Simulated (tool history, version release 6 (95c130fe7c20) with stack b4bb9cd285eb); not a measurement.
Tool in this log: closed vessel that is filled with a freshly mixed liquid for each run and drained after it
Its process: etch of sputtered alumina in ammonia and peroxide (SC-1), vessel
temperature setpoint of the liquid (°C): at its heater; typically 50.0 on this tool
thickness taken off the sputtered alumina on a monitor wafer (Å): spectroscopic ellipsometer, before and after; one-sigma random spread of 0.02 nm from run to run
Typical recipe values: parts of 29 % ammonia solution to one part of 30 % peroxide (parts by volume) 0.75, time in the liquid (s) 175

| run | day | temperature setpoint of the liquid (°C) | parts of 29 % ammonia solution to one part of 30 % peroxide (parts by volume) | time in the liquid (s) | wafers since the last listed run | hours since the thermometer was replaced | hours since the ammonia flow meter was replaced | hours since the drum of ammonia solution was connected | hours since the gauge calibration | read-back film thickness of the sputtered alumina reference wafer, read on the same gauge (nm) | thickness taken off the sputtered alumina on a monitor wafer (Å) |
|---|---|---|---|---|---|---|---|---|---|---|---|
| 1 | 0.000 | 50.0 | 0.75 | 175 | 0 | 1789.9 | 175.9 | 52.4 | 131.2 | 140.00 | 78.6 |
| 2 | 2.979 | 50.0 | 0.75 | 175 | 6275 | 1861.4 | 247.4 | 123.9 | 202.7 | 139.98 | 78.0 |
| 3 | 4.233 | 54.5 | 0.75 | 175 | 2641 | 1891.5 | 277.5 | 154.0 | 232.8 | 140.01 | 99.8 |
| 4 | 6.579 | 50.0 | 0.75 | 175 | 4941 | 1947.8 | 333.8 | 210.3 | 289.1 | 140.02 | 77.6 |
| 5 | 7.775 | 50.0 | 0.75 | 175 | 2518 | 1976.5 | 362.5 | 239.0 | 317.8 | 140.01 | 77.4 |
| 6 | 9.000 | 50.0 | 0.75 | 175 | 2580 | 2005.9 | 391.9 | 268.4 | 347.2 | 139.99 | 77.3 |
| 7 | 10.033 | 50.0 | 0.65 | 175 | 2176 | 2030.7 | 416.7 | 293.2 | 372.0 | 140.01 | 76.5 |
| 8 | 12.762 | 50.0 | 0.65 | 175 | 5748 | 2096.2 | 482.2 | 358.7 | 437.5 | 140.00 | 76.1 |
| 9 | 14.721 | 50.0 | 0.65 | 175 | 4125 | 2143.2 | 529.2 | 405.7 | 484.5 | 140.00 | 76.0 |
| 10 | 16.108 | 48.0 | 0.75 | 175 | 2922 | 2176.5 | 562.5 | 439.0 | 517.8 | 140.02 | 69.1 |
|  | 18.196 | new drum of ammonia solution connected |
| 11 | 18.217 | 48.0 | 0.75 | 175 | 4353 | 2227.1 | 613.1 | 0.5 | 568.4 | 140.01 | 69.3 |
| 12 | 20.425 | 50.0 | 0.75 | 175 | 4651 | 2280.1 | 666.1 | 53.5 | 621.4 | 140.03 | 77.6 |
| 13 | 21.938 | 50.0 | 0.50 | 150 | 3186 | 2316.4 | 702.4 | 89.8 | 657.7 | 139.98 | 64.1 |
| 14 | 23.321 | 56.5 | 0.75 | 175 | 2913 | 2349.6 | 735.6 | 123.0 | 690.9 | 140.00 | 110.4 |
| 15 | 24.862 | 50.0 | 0.75 | 175 | 3247 | 2386.6 | 772.6 | 160.0 | 727.9 | 140.00 | 77.2 |
|  | 29.346 | ammonia flow meter replaced |
|  | 31.525 | gauge calibrated |
| 16 | 33.292 | 55.0 | 0.75 | 175 | 17667 | 2588.9 | 94.7 | 362.3 | 42.4 | 140.00 | 100.0 |
|  | 34.142 | thermometer replaced |
| 17 | 34.317 | 46.5 | 0.45 | 145 | 2071 | 4.2 | 119.3 | 386.9 | 67.0 | 140.00 | 52.1 |
| 18 | 36.075 | 50.0 | 0.90 | 225 | 3703 | 46.4 | 161.5 | 429.1 | 109.2 | 140.02 | 104.8 |
|  | 36.862 | new drum of ammonia solution connected |
| 19 | 38.525 | 41.0 | 0.45 | 220 | 5073 | 105.2 | 220.3 | 39.9 | 168.0 | 140.03 | 58.0 |
| 20 | 41.392 | 60.0 | 0.75 | 235 | 6038 | 174.0 | 289.1 | 108.7 | 236.8 | 139.99 | 184.1 |
| 21 | 42.642 | 46.5 | 0.40 | 115 | 2633 | 204.0 | 319.1 | 138.7 | 266.8 | 139.98 | 41.1 |
| 22 | 44.950 | 58.0 | 0.75 | 250 | 4862 | 259.4 | 374.5 | 194.1 | 322.2 | 139.96 | 176.2 |
| 23 | 46.975 | 50.0 | 0.60 | 275 | 4265 | 308.0 | 423.1 | 242.7 | 370.8 | 140.00 | 122.9 |
| 24 | 48.233 | 50.0 | 0.75 | 175 | 2650 | 338.2 | 453.3 | 272.9 | 401.0 | 140.04 | 80.3 |
| 25 | 50.462 | 59.0 | 0.85 | 110 | 4695 | 391.7 | 506.8 | 326.4 | 454.5 | 139.99 | 82.2 |
| 26 | 52.100 | 54.0 | 0.65 | 140 | 3449 | 431.0 | 546.1 | 365.7 | 493.8 | 140.01 | 78.1 |
| 27 | 53.621 | 50.0 | 0.90 | 225 | 3203 | 467.5 | 582.6 | 402.2 | 530.3 | 140.00 | 104.0 |
|  | 57.079 | new drum of ammonia solution connected |
| 28 | 57.854 | 50.0 | 0.55 | 215 | 8829 | 569.1 | 684.2 | 18.6 | 631.9 | 139.96 | 95.7 |
| 29 | 60.129 | 44.0 | 0.75 | 90 | 4792 | 623.7 | 738.8 | 73.2 | 686.5 | 140.02 | 29.4 |

How would selected steps in thickness taken off the sputtered alumina on a monitor wafer (Å) from run to run divide? Give the signed amount a tool lacking its hidden state would still show from settings, what came in and random variation, and the signed amount left for the hidden state, including any gauge scatter that is not in both of the compared results.
What the log doesn't record here: liquid colder than its thermometer reads (K); ammonia flow below the setpoint (%); ammonia solution weaker than its label (%); gauge reads high (%).
Run 13 -> 14: temperature setpoint of the liquid (°C) 50.0 -> 56.5, parts of 29 % ammonia solution to one part of 30 % peroxide (parts by volume) 0.50 -> 0.75, time in the liquid (s) 150 -> 175. thickness taken off the sputtered alumina on a monitor wafer (Å) +46.3: hidden state -2.3, all else +48.6.
Run 16 -> 17: temperature setpoint of the liquid (°C) 55.0 -> 46.5, parts of 29 % ammonia solution to one part of 30 % peroxide (parts by volume) 0.75 -> 0.45, time in the liquid (s) 175 -> 145, thermometer replaced. thickness taken off the sputtered alumina on a monitor wafer (Å) -47.9: hidden state +5.6, all else -53.5.
Run 20 -> 21: temperature setpoint of the liquid (°C) 60.0 -> 46.5, parts of 29 % ammonia solution to one part of 30 % peroxide (parts by volume) 0.75 -> 0.40, time in the liquid (s) 235 -> 115. thickness taken off the sputtered alumina on a monitor wafer (Å) -143.0: hidden state +1.4, all else -144.4.
Run 21 -> 22: temperature setpoint of the liquid (°C) 46.5 -> 58.0, parts of 29 % ammonia solution to one part of 30 % peroxide (parts by volume) 0.40 -> 0.75, time in the liquid (s) 115 -> 250. thickness taken off the sputtered alumina on a monitor wafer (Å) +135.1: hidden state -2.0, all else +137.1.

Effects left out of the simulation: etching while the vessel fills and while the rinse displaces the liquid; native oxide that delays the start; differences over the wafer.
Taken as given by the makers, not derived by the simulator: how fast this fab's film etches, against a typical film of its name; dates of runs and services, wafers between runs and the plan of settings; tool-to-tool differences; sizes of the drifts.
